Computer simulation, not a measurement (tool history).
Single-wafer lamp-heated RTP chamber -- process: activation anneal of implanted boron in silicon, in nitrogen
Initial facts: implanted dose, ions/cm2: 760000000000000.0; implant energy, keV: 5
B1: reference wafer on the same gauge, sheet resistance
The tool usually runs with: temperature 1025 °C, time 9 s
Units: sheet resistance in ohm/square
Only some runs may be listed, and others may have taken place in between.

{"run": 1, "hour": 0.0, "temperature": 1014, "time": 9, "B1": 148.96, "sheet resistance": 184.05}
{"run": 2, "hour": 101.6, "temperature": 1014, "time": 9, "B1": 148.92, "sheet resistance": 182.73}
{"run": 3, "hour": 201.1, "temperature": 1025, "time": 9, "B1": 148.99, "sheet resistance": 177.37}
{"hour": 218.2, "done": "reflector plate cleaned"}
{"run": 4, "hour": 267.9, "temperature": 1025, "time": 9, "B1": 148.95, "sheet resistance": 178.64}
{"run": 5, "hour": 559.1, "temperature": 1025, "time": 9, "B1": 149.04, "sheet resistance": 176.82}
{"hour": 606.6, "done": "pyrometer window cleaned and pyrometer calibrated"}
{"run": 6, "hour": 755.9, "temperature": 1025, "time": 9, "B1": 148.97, "sheet resistance": 179.12}
{"run": 7, "hour": 810.2, "temperature": 1025, "time": 9, "B1": 149.11, "sheet resistance": 178.19}
{"run": 8, "hour": 1013.0, "temperature": 1025, "time": 9, "B1": 148.99, "sheet resistance": 176.17}
{"run": 9, "hour": 1075.0, "temperature": 1025, "time": 6, "B1": 149.04, "sheet resistance": 179.9}
{"run": 10, "hour": 1150.0, "temperature": 1025, "time": 6, "B1": 148.93, "sheet resistance": 177.33}
{"hour": 1220.8, "done": "reflector plate cleaned"}
{"run": 11, "hour": 1241.7, "temperature": 1025, "time": 9, "B1": 148.97, "sheet resistance": 177.92}
{"hour": 1269.2, "done": "pyrometer window cleaned and pyrometer calibrated"}
{"run": 12, "hour": 1288.5, "temperature": 1025, "time": 9, "B1": 149.05, "sheet resistance": 181.89}
{"run": 13, "hour": 1380.9, "temperature": 1037, "time": 6, "B1": 148.89, "sheet resistance": 179.77}
{"run": 14, "hour": 1479.2, "temperature": 1037, "time": 6, "B1": 149.08, "sheet resistance": 178.49}
{"run": 15, "hour": 1532.4, "temperature": 1047, "time": 11, "B1": 149, "sheet resistance": 169.65}
{"run": 16, "hour": 1599.7, "temperature": 1049, "time": 6, "B1": 149.07, "sheet resistance": 173.37}
{"run": 17, "hour": 1677.9, "temperature": 1011, "time": 4, "B1": 149.14, "sheet resistance": 191.55}
{"run": 18, "hour": 1738.9, "temperature": 1035, "time": 5, "B1": 148.9, "sheet resistance": 179.95}
{"run": 19, "hour": 1796.0, "temperature": 1043, "time": 9, "B1": 149.08, "sheet resistance": 171.16}
{"run": 20, "hour": 1864.2, "temperature": 1051, "time": 7, "B1": 148.92, "sheet resistance": 169.94}
{"run": 21, "hour": 1902.4, "temperature": 1002, "time": 5, "B1": 149.06, "sheet resistance": 191.87}
{"run": 22, "hour": 1940.4, "temperature": 1037, "time": 11, "B1": 149.04, "sheet resistance": 169.38}
{"hour": 1991.4, "done": "pyrometer window cleaned and pyrometer calibrated"}
{"run": 23, "hour": 1998.9, "temperature": 1025, "time": 9, "B1": 149, "sheet resistance": 179.11}
{"run": 24, "hour": 2053.3, "temperature": 1045, "time": 12, "B1": 149, "sheet resistance": 170.11}
{"hour": 2140.5, "done": "reflector plate cleaned"}
{"run": 25, "hour": 2157.5, "temperature": 1006, "time": 12, "B1": 149.01, "sheet resistance": 187.64}
{"hour": 2159.5, "done": "gauge calibrated"}
{"run": 26, "hour": 2264.0, "temperature": 1033, "time": 9, "B1": 148.9, "sheet resistance": 176.59}
{"run": 27, "hour": 2346.9, "temperature": 1004, "time": 7, "B1": 149.07, "sheet resistance": 191.46}
{"run": 28, "hour": 2399.8, "temperature": 1025, "time": 9, "B1": 149.02, "sheet resistance": 178.34}
{"run": 29, "hour": 2491.6, "temperature": 1025, "time": 9, "B1": 148.99, "sheet resistance": 177.9}
{"run": 30, "hour": 2573.1, "temperature": 1036, "time": 12, "B1": 148.96, "sheet resistance": 170.7}
{"run": 31, "hour": 2624.5, "temperature": 1050, "time": 14, "B1": 149.05, "sheet resistance": 164}
{"run": 32, "hour": 2662.4, "temperature": 1025, "time": 7, "B1": 148.89, "sheet resistance": 178.49}
{"hour": 2725.4, "done": "pyrometer window cleaned and pyrometer calibrated"}
{"run": 33, "hour": 2725.9, "temperature": 1042, "time": 12, "B1": 148.99, "sheet resistance": 171.39}
{"run": 34, "hour": 2832.6, "temperature": 1046, "time": 7, "B1": 149.01, "sheet resistance": 173.28}
{"run": 35, "hour": 2903.1, "temperature": 1038, "time": 6, "B1": 148.92, "sheet resistance": 177.18}
{"run": 36, "hour": 2954.5, "temperature": 1025, "time": 9, "B1": 148.92, "sheet resistance": 177.59}

Here are 4 independent what-if runs from the current tool condition. What would each one return?
{"run": "A", "hour": 2954.9, "temperature": 1025, "time": 5, "B1": "?", "sheet resistance": "?"}
{"run": "B", "hour": 2954.9, "temperature": 1005, "time": 12, "B1": "?", "sheet resistance": "?"}
{"run": "C", "hour": 2954.9, "temperature": 1005, "time": 9, "B1": "?", "sheet resistance": "?"}
{"run": "D", "hour": 2954.9, "temperature": 1049, "time": 5, "B1": "?", "sheet resistance": "?"}

run=A B1=149.02 sheet_resistance=184.52
run=B B1=149.02 sheet_resistance=184.72
run=C B1=149.02 sheet_resistance=187.82
run=D B1=149.02 sheet_resistance=175.39
Stripped of hidden state, with their random variation kept, the same runs would have yielded:
run=A sheet_resistance=189.21
run=B sheet_resistance=190.3
run=C sheet_resistance=193.61
run=D sheet_resistance=179.02

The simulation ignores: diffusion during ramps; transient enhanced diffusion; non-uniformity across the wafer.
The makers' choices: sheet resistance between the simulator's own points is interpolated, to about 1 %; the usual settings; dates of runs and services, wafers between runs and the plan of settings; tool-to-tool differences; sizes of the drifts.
